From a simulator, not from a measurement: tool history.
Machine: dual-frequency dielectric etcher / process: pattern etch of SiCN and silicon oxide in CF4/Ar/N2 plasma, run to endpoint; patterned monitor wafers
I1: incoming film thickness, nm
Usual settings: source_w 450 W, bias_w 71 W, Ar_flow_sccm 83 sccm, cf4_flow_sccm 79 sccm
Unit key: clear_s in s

Run 1, hour 0.0: usual settings; I1 14.92. Result: clear_s 15.5 s.
Run 2, hour 48.4: usual settings; I1 14.96. Result: clear_s 15.6 s.
Run 3, hour 138.9: usual settings; I1 14.99. Result: clear_s 15.8 s.
Run 4, hour 223.0: usual settings; I1 15.00. Result: clear_s 16.0 s.
At hour 340.9: wet clean of the chamber.
At hour 350.4: CF4 flow controller replaced.
At hour 382.3: bias power generator calibrated.
At hour 515.6: Ar flow controller replaced.
Run 5, hour 519.5: usual settings but bias_w 87 W; I1 15.04. Result: clear_s 14.1 s.
At hour 591.6: upper electrode replaced.
Run 6, hour 592.1: usual settings but bias_w 54 W; I1 14.87. Result: clear_s 16.3 s.
Run 7, hour 641.3: usual settings but Ar_flow_sccm 92 sccm, cf4_flow_sccm 61 sccm; I1 15.00. Result: clear_s 15.9 s.
Run 8, hour 711.6: usual settings; I1 15.18. Result: clear_s 15.6 s.
Run 9, hour 754.4: usual settings; I1 15.08. Result: clear_s 15.5 s.
Run 10, hour 799.6: usual settings but Ar_flow_sccm 75 sccm; I1 14.91. Result: clear_s 15.2 s.
Run 11, hour 896.1: usual settings but cf4_flow_sccm 74 sccm; I1 15.01. Result: clear_s 16.0 s.
At hour 957.8: wet clean of the chamber.
Run 12, hour 996.0: usual settings; I1 15.00. Result: clear_s 15.0 s.
Run 13, hour 1045.7: usual settings; I1 15.07. Result: clear_s 15.1 s.
At hour 1122.4: source power generator calibrated.
Run 14, hour 1151.6: usual settings but cf4_flow_sccm 87 sccm; I1 15.01. Result: clear_s 15.1 s.
Run 15, hour 1191.2: usual settings but source_w 350 W, bias_w 82 W, Ar_flow_sccm 75 sccm; I1 15.02. Result: clear_s 17.2 s.
Run 16, hour 1272.0: usual settings but source_w 360 W, bias_w 62 W, Ar_flow_sccm 92 sccm, cf4_flow_sccm 89 sccm; I1 14.91. Result: clear_s 18.4 s.
Run 17, hour 1313.7: usual settings but source_w 400 W, bias_w 62 W, cf4_flow_sccm 61 sccm; I1 15.13. Result: clear_s 18.0 s.
Run 18, hour 1415.2: usual settings but cf4_flow_sccm 91 sccm; I1 14.98. Result: clear_s 15.4 s.
Run 19, hour 1518.4: usual settings but bias_w 55 W, Ar_flow_sccm 72 sccm, cf4_flow_sccm 87 sccm; I1 15.14. Result: clear_s 16.7 s.
Run 20, hour 1625.9: usual settings but bias_w 54 W; I1 14.90. Result: clear_s 17.0 s.
Run 21, hour 1672.1: usual settings but cf4_flow_sccm 67 sccm; I1 14.88. Result: clear_s 16.2 s.
At hour 1728.8: wet clean of the chamber.
Run 22, hour 1729.3: usual settings but source_w 340 W, cf4_flow_sccm 85 sccm; I1 14.94. Result: clear_s 17.7 s.
Run 23, hour 1780.6: usual settings but bias_w 65 W; I1 15.18. Result: clear_s 15.8 s.
Run 24, hour 1834.5: usual settings but source_w 510 W; I1 15.00. Result: clear_s 14.1 s.
Run 25, hour 1898.3: usual settings but bias_w 63 W; I1 14.90. Result: clear_s 15.7 s.

Results per run with the tool's hidden condition removed, run-to-run variation unchanged:
The hidden state here: etch rate over this chamber's usual, %; source power that arrives over what is set, %; bias power that arrives over what is set, %; Ar flow that arrives over what is set, %; CF4 flow that arrives over what is set, %.
run  clear_s
  1     15.0
  2     14.9
  3     15.1
  4     15.1
  5     14.0
  6     16.0
  7     15.6
  8     15.2
  9     15.1
 10     14.8
 11     15.3
 12     15.0
 13     15.1
 14     14.9
 15     17.0
 16     18.0
 17     17.5
 18     14.9
 19     16.1
 20     16.2
 21     15.4
 22     17.7
 23     15.7
 24     14.0
 25     15.5
